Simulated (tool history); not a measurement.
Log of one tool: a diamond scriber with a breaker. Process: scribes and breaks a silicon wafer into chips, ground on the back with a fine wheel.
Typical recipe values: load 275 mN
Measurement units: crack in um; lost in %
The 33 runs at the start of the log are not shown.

run    hour  load  incoming depth of the damage left on the back of the incoming wafer, um  crack  lost
 34   871.7   235                                                                     2.53  11.49  4.26
 35   896.2   250                                                                      1.6  11.81  2.19
 36   924.1   355                                                                     2.49  16.14  5.59
 37   959.9   243                                                                     2.03  11.71  2.66
 38   973.6   317                                                                     2.37  14.21  2.85
 39   996.1   333                                                                     1.51  14.93  3.32
 40  1015.7   301                                                                     2.45  13.91   2.1
 41  1048.2   334                                                                     2.16   15.2  3.47

Consider 4 possible next runs. They are alternatives, not a sequence: every one starts from the tool as it was left by run 41. What does each give?
  A  1048.9   275                                                                     2.78      ?     ?
  B  1048.9   214                                                                     2.78      ?     ?
  C  1048.9   240                                                                     2.78      ?     ?
  D  1048.9   239                                                                     2.78      ?     ?

run  crack  lost
  A   12.9  2.26
  B  10.34  8.98
  C  11.46  4.48
  D  11.42   4.6
Had the tool no hidden state, the same runs would have come out as:
run  crack  lost
  A  13.02  2.23
  B  10.43  8.48
  C  11.57  4.18
  D  11.53   4.3

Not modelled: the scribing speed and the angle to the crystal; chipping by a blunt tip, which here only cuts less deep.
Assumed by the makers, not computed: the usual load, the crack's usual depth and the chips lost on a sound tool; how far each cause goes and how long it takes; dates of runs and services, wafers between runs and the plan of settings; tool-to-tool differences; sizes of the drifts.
